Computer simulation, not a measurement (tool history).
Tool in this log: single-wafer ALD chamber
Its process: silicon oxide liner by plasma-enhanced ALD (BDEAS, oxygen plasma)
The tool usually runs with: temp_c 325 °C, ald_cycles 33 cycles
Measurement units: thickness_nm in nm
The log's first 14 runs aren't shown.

run   hour  temp_c  ald_cycles  read-back reference wafer on the same gauge, thickness_nm  thickness_nm
 15  394.9     329          38                                                      3.399         3.382
 16  421.8     329          38                                                      3.399         3.384
 17  451.5     329          38                                                      3.403         3.381
 18  486.9     319          30                                                      3.404         2.738
 19  518.6     331          29                                                      3.408         2.587
 20  533.1     315          33                                                      3.407         3.018
 21  563.9     320          31                                                      3.409         2.818
     582.2  -- gauge calibrated
 22  588.2     338          31                                                      3.351         2.690
     597.0  -- thermocouple changed; heater temperature recalibrated
 23  603.9     332          30                                                      3.352         2.618
 24  619.3     325          33                                                      3.352         2.920
 25  650.2     320          35                                                      3.355         3.116
 26  664.5     325          27                                                      3.355         2.391
 27  688.1     339          38                                                      3.358         3.289
 28  711.0     335          39                                                      3.357         3.395
 29  736.3     325          33                                                      3.361         2.919
 30  757.8     325          28                                                      3.362         2.484
 31  776.1     325          33                                                      3.362         2.920
 32  814.2     325          33                                                      3.367         2.930
 33  845.5     325          38                                                      3.370         3.376
 34  859.2     325          33                                                      3.369         2.937

What if the next run were any one of these 4? Each begins from the tool's condition after run 34:
  A  859.6     325          33                                                          ?             ?
  B  859.6     334          36                                                          ?             ?
  C  859.6     319          37                                                          ?             ?
  D  859.6     319          33                                                          ?             ?

run  read-back reference wafer on the same gauge, thickness_nm  thickness_nm
  A                                                      3.368         2.942
  B                                                      3.368         3.163
  C                                                      3.368         3.330
  D                                                      3.368         2.970
Stripped of hidden state, with their random variation kept, the same runs would have yielded:
run  thickness_nm
  A         2.925
  B         3.145
  C         3.311
  D         2.953
